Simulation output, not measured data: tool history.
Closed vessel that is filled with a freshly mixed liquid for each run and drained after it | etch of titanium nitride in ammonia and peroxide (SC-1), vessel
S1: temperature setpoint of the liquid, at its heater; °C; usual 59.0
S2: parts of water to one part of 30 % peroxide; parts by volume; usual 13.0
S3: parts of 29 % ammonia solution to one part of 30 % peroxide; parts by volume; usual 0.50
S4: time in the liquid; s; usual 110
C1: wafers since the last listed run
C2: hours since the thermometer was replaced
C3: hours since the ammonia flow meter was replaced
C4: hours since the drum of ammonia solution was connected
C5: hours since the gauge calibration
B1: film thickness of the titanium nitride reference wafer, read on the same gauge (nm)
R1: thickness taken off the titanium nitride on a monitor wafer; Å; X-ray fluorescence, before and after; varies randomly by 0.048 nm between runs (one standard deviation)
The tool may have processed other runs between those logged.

| run | hour | S1 | S2 | S3 | S4 | C1 | C2 | C3 | C4 | C5 | B1 | R1 |
|---|---|---|---|---|---|---|---|---|---|---|---|---|
| 1 | 0.0 | 62.0 | 13.0 | 0.50 | 110 | 0 | 1530.4 | 1090.9 | 190.8 | 121.8 | 90.02 | 143.4 |
| 2 | 6.7 | 62.0 | 13.0 | 0.50 | 110 | 565 | 1537.1 | 1097.6 | 197.5 | 128.5 | 89.98 | 143.8 |
| 3 | 22.2 | 59.0 | 13.0 | 0.50 | 110 | 1307 | 1552.6 | 1113.1 | 213.0 | 144.0 | 90.03 | 118.3 |
| 4 | 28.6 | 59.0 | 13.0 | 0.50 | 110 | 540 | 1559.0 | 1119.5 | 219.4 | 150.4 | 89.97 | 117.5 |
| 5 | 63.4 | 59.0 | 13.0 | 0.50 | 110 | 2936 | 1593.8 | 1154.3 | 254.2 | 185.2 | 90.01 | 118.7 |
|  | 74.3 | new drum of ammonia solution connected |
| 6 | 76.2 | 59.0 | 13.0 | 0.50 | 110 | 995 | 1606.6 | 1167.1 | 1.9 | 198.0 | 90.02 | 119.4 |
| 7 | 86.8 | 59.0 | 13.0 | 0.45 | 110 | 894 | 1617.2 | 1177.7 | 12.5 | 208.6 | 89.96 | 116.7 |
| 8 | 96.9 | 59.0 | 13.0 | 0.45 | 110 | 852 | 1627.3 | 1187.8 | 22.6 | 218.7 | 90.04 | 117.9 |
|  | 97.1 | gauge calibrated |
| 9 | 113.7 | 59.0 | 13.0 | 0.50 | 110 | 1417 | 1644.1 | 1204.6 | 39.4 | 16.6 | 89.98 | 118.4 |
|  | 122.4 | thermometer replaced |
| 10 | 131.5 | 59.0 | 15.0 | 0.50 | 110 | 1417 | 9.1 | 1222.4 | 57.2 | 34.4 | 89.99 | 97.2 |
| 11 | 139.6 | 63.0 | 9.0 | 0.30 | 140 | 683 | 17.2 | 1230.5 | 65.3 | 42.5 | 90.00 | 191.4 |
|  | 143.5 | ammonia flow meter replaced |
| 12 | 165.4 | 64.0 | 19.5 | 0.35 | 155 | 2092 | 43.0 | 21.9 | 91.1 | 68.3 | 90.01 | 152.9 |
| 13 | 179.4 | 59.0 | 9.5 | 0.50 | 110 | 1181 | 57.0 | 35.9 | 105.1 | 82.3 | 90.01 | 123.9 |
| 14 | 192.5 | 64.0 | 9.0 | 0.50 | 110 | 1105 | 70.1 | 49.0 | 118.2 | 95.4 | 90.03 | 174.8 |
| 15 | 201.0 | 50.5 | 13.0 | 0.25 | 110 | 717 | 78.6 | 57.5 | 126.7 | 103.9 | 89.99 | 52.3 |
| 16 | 207.0 | 56.0 | 10.5 | 0.60 | 145 | 506 | 84.6 | 63.5 | 132.7 | 109.9 | 89.97 | 131.0 |
| 17 | 214.9 | 59.0 | 13.0 | 0.50 | 110 | 666 | 92.5 | 71.4 | 140.6 | 117.8 | 90.00 | 105.6 |
| 18 | 227.6 | 50.0 | 17.0 | 0.40 | 110 | 1071 | 105.2 | 84.1 | 153.3 | 130.5 | 90.00 | 47.7 |
| 19 | 240.9 | 62.0 | 7.5 | 0.30 | 140 | 1122 | 118.5 | 97.4 | 166.6 | 143.8 | 89.99 | 198.8 |
| 20 | 247.3 | 59.0 | 13.0 | 0.50 | 110 | 540 | 124.9 | 103.8 | 173.0 | 150.2 | 90.01 | 106.0 |

Forecast each of these 5 alternatives for the next run:
| A | 248.0 | 59.0 | 13.0 | 0.50 | 110 | 59 | 125.6 | 104.5 | 173.7 | 150.9 | ? | ? |
| B | 248.0 | 66.5 | 13.0 | 0.50 | 110 | 59 | 125.6 | 104.5 | 173.7 | 150.9 | ? | ? |
| C | 248.0 | 49.5 | 18.5 | 0.50 | 110 | 59 | 125.6 | 104.5 | 173.7 | 150.9 | ? | ? |
| D | 248.0 | 51.5 | 16.5 | 0.65 | 160 | 59 | 125.6 | 104.5 | 173.7 | 150.9 | ? | ? |
| E | 248.0 | 66.5 | 17.5 | 0.50 | 60 | 59 | 125.6 | 104.5 | 173.7 | 150.9 | ? | ? |

| run | B1 | R1 |
|---|---|---|
| A | 89.98 | 105.9 |
| B | 89.98 | 171.6 |
| C | 89.98 | 45.9 |
| D | 89.98 | 85.6 |
| E | 89.98 | 79.6 |
Take away the tool's hidden state, keep each run's random variation, and the runs would have read:
| run | R1 |
|---|---|
| A | 103.1 |
| B | 167.2 |
| C | 44.6 |
| D | 83.3 |
| E | 77.6 |

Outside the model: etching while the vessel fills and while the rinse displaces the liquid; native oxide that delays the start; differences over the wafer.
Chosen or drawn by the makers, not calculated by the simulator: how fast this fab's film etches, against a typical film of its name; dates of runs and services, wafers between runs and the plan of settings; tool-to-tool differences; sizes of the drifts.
